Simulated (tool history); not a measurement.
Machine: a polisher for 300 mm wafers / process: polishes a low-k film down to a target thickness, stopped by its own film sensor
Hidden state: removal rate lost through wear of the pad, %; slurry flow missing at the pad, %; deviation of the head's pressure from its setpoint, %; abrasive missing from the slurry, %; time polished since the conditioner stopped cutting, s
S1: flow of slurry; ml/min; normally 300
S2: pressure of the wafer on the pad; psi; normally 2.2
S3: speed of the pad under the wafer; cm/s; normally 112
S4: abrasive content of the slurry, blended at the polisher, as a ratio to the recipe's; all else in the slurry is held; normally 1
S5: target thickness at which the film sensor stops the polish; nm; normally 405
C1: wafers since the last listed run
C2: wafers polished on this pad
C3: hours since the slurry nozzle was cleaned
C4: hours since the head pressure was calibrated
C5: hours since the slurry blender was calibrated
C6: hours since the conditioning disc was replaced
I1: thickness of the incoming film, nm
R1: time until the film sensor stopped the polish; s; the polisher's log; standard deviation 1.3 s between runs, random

{"run": 1, "hour": 0.0, "S1": 400, "S2": 1.7, "S3": 122, "S4": 0.9, "S5": 405, "C1": 0, "C2": 18, "C3": 289.4, "C4": 268.2, "C5": 139, "C6": 569.4, "I1": 457.1, "R1": 154.2}
{"run": 2, "hour": 13.7, "S1": 300, "S2": 2.2, "S3": 112, "S4": 0.85, "S5": 405, "C1": 71, "C2": 90, "C3": 303.1, "C4": 281.9, "C5": 152.7, "C6": 583.1, "I1": 455, "R1": 130.2}
{"hour": 22.4, "done": "conditioning disc replaced and pad reconditioned"}
{"run": 3, "hour": 29.4, "S1": 300, "S2": 2.2, "S3": 88, "S4": 1, "S5": 421, "C1": 71, "C2": 161, "C3": 318.8, "C4": 297.6, "C5": 168.4, "C6": 7, "I1": 460.2, "R1": 105.6}
{"hour": 43.8, "done": "slurry blender recalibrated"}
{"run": 4, "hour": 44.3, "S1": 255, "S2": 2.2, "S3": 126, "S4": 1, "S5": 405, "C1": 67, "C2": 228, "C3": 333.7, "C4": 312.5, "C5": 0.5, "C6": 21.9, "I1": 466.7, "R1": 145.1}
{"hour": 53.7, "done": "slurry nozzle cleaned"}
{"run": 5, "hour": 59.5, "S1": 300, "S2": 2.2, "S3": 138, "S4": 1, "S5": 405, "C1": 74, "C2": 302, "C3": 5.8, "C4": 327.7, "C5": 15.7, "C6": 37.1, "I1": 457.5, "R1": 115.1}
{"run": 6, "hour": 69.8, "S1": 335, "S2": 2.2, "S3": 112, "S4": 1, "S5": 405, "C1": 53, "C2": 356, "C3": 16.1, "C4": 338, "C5": 26, "C6": 47.4, "I1": 462.2, "R1": 138.1}
{"run": 7, "hour": 87.4, "S1": 300, "S2": 1.8, "S3": 112, "S4": 0.85, "S5": 405, "C1": 91, "C2": 448, "C3": 33.7, "C4": 355.6, "C5": 43.6, "C6": 65, "I1": 456.7, "R1": 156.5}
{"hour": 104.4, "done": "head pressure recalibrated"}
{"run": 8, "hour": 104.9, "S1": 300, "S2": 2.2, "S3": 112, "S4": 1, "S5": 405, "C1": 80, "C2": 528, "C3": 51.2, "C4": 0.5, "C5": 61.1, "C6": 82.5, "I1": 457.8, "R1": 126.9}
{"run": 9, "hour": 118.4, "S1": 300, "S2": 2.2, "S3": 112, "S4": 1, "S5": 405, "C1": 70, "C2": 599, "C3": 64.7, "C4": 14, "C5": 74.6, "C6": 96, "I1": 460, "R1": 132.1}
{"run": 10, "hour": 129.7, "S1": 300, "S2": 2.2, "S3": 112, "S4": 1, "S5": 405, "C1": 58, "C2": 658, "C3": 76, "C4": 25.3, "C5": 85.9, "C6": 107.3, "I1": 454, "R1": 119.6}
{"hour": 141.0, "done": "worn pad replaced by a new one"}
{"run": 11, "hour": 145.9, "S1": 300, "S2": 1.8, "S3": 112, "S4": 1, "S5": 405, "C1": 63, "C2": 25, "C3": 92.2, "C4": 41.5, "C5": 102.1, "C6": 123.5, "I1": 462.9, "R1": 166.8}
{"run": 12, "hour": 163.0, "S1": 300, "S2": 1.8, "S3": 112, "S4": 1, "S5": 405, "C1": 89, "C2": 114, "C3": 109.3, "C4": 58.6, "C5": 119.2, "C6": 140.6, "I1": 469.2, "R1": 181.7}
{"run": 13, "hour": 180.4, "S1": 370, "S2": 1.6, "S3": 112, "S4": 0.75, "S5": 405, "C1": 90, "C2": 205, "C3": 126.7, "C4": 76, "C5": 136.6, "C6": 158, "I1": 451.8, "R1": 160.2}
{"run": 14, "hour": 191.2, "S1": 300, "S2": 2.2, "S3": 112, "S4": 1, "S5": 405, "C1": 56, "C2": 261, "C3": 137.5, "C4": 86.8, "C5": 147.4, "C6": 168.8, "I1": 460.7, "R1": 132.4}
{"run": 15, "hour": 208.0, "S1": 270, "S2": 2.2, "S3": 82, "S4": 0.8, "S5": 397, "C1": 87, "C2": 349, "C3": 154.3, "C4": 103.6, "C5": 164.2, "C6": 185.6, "I1": 461, "R1": 196.2}
{"run": 16, "hour": 222.5, "S1": 300, "S2": 2.8, "S3": 100, "S4": 1, "S5": 405, "C1": 75, "C2": 424, "C3": 168.8, "C4": 118.1, "C5": 178.7, "C6": 200.1, "I1": 465.7, "R1": 124.4}
{"hour": 230.7, "done": "slurry blender recalibrated"}
{"run": 17, "hour": 231.2, "S1": 300, "S2": 2.2, "S3": 150, "S4": 1, "S5": 405, "C1": 34, "C2": 459, "C3": 177.5, "C4": 126.8, "C5": 0.5, "C6": 208.8, "I1": 459.7, "R1": 112.7}
{"run": 18, "hour": 237.9, "S1": 215, "S2": 2.2, "S3": 112, "S4": 1, "S5": 405, "C1": 34, "C2": 494, "C3": 184.2, "C4": 133.5, "C5": 7.2, "C6": 215.5, "I1": 464.3, "R1": 149.5}
{"run": 19, "hour": 255.3, "S1": 300, "S2": 2.2, "S3": 112, "S4": 1, "S5": 396, "C1": 90, "C2": 585, "C3": 201.6, "C4": 150.9, "C5": 24.6, "C6": 232.9, "I1": 461, "R1": 154.7}
{"run": 20, "hour": 272.3, "S1": 220, "S2": 1.8, "S3": 122, "S4": 1.25, "S5": 405, "C1": 88, "C2": 673, "C3": 218.6, "C4": 167.9, "C5": 41.6, "C6": 249.9, "I1": 460.2, "R1": 143.7}
{"hour": 288.5, "done": "worn pad replaced by a new one"}
{"run": 21, "hour": 290.1, "S1": 205, "S2": 2.5, "S3": 134, "S4": 1.2, "S5": 405, "C1": 71, "C2": 8, "C3": 236.4, "C4": 185.7, "C5": 59.4, "C6": 267.7, "I1": 461.3, "R1": 109.9}
{"run": 22, "hour": 304.8, "S1": 325, "S2": 2.5, "S3": 112, "S4": 0.9, "S5": 391, "C1": 76, "C2": 85, "C3": 251.1, "C4": 200.4, "C5": 74.1, "C6": 282.4, "I1": 458.7, "R1": 148.8}
{"run": 23, "hour": 317.8, "S1": 300, "S2": 2.2, "S3": 112, "S4": 1, "S5": 414, "C1": 67, "C2": 152, "C3": 264.1, "C4": 213.4, "C5": 87.1, "C6": 295.4, "I1": 452.2, "R1": 90.3}
{"run": 24, "hour": 327.0, "S1": 300, "S2": 2, "S3": 112, "S4": 1, "S5": 405, "C1": 47, "C2": 200, "C3": 273.3, "C4": 222.6, "C5": 96.3, "C6": 304.6, "I1": 456.3, "R1": 132.7}
{"run": 25, "hour": 380.1, "S1": 300, "S2": 2.8, "S3": 112, "S4": 0.75, "S5": 405, "C1": 276, "C2": 477, "C3": 326.4, "C4": 275.7, "C5": 149.4, "C6": 357.7, "I1": 466.2, "R1": 135.8}

List, for all runs, the conditions of the tool that the log does not record:
removal rate lost through wear of the pad, %: 0 at every run
slurry flow missing at the pad, %: 0 at every run
deviation of the head's pressure from its setpoint, %: 0 at every run
abrasive missing from the slurry, %: 0 at every run
time polished since the conditioner stopped cutting, s: 0 at every run
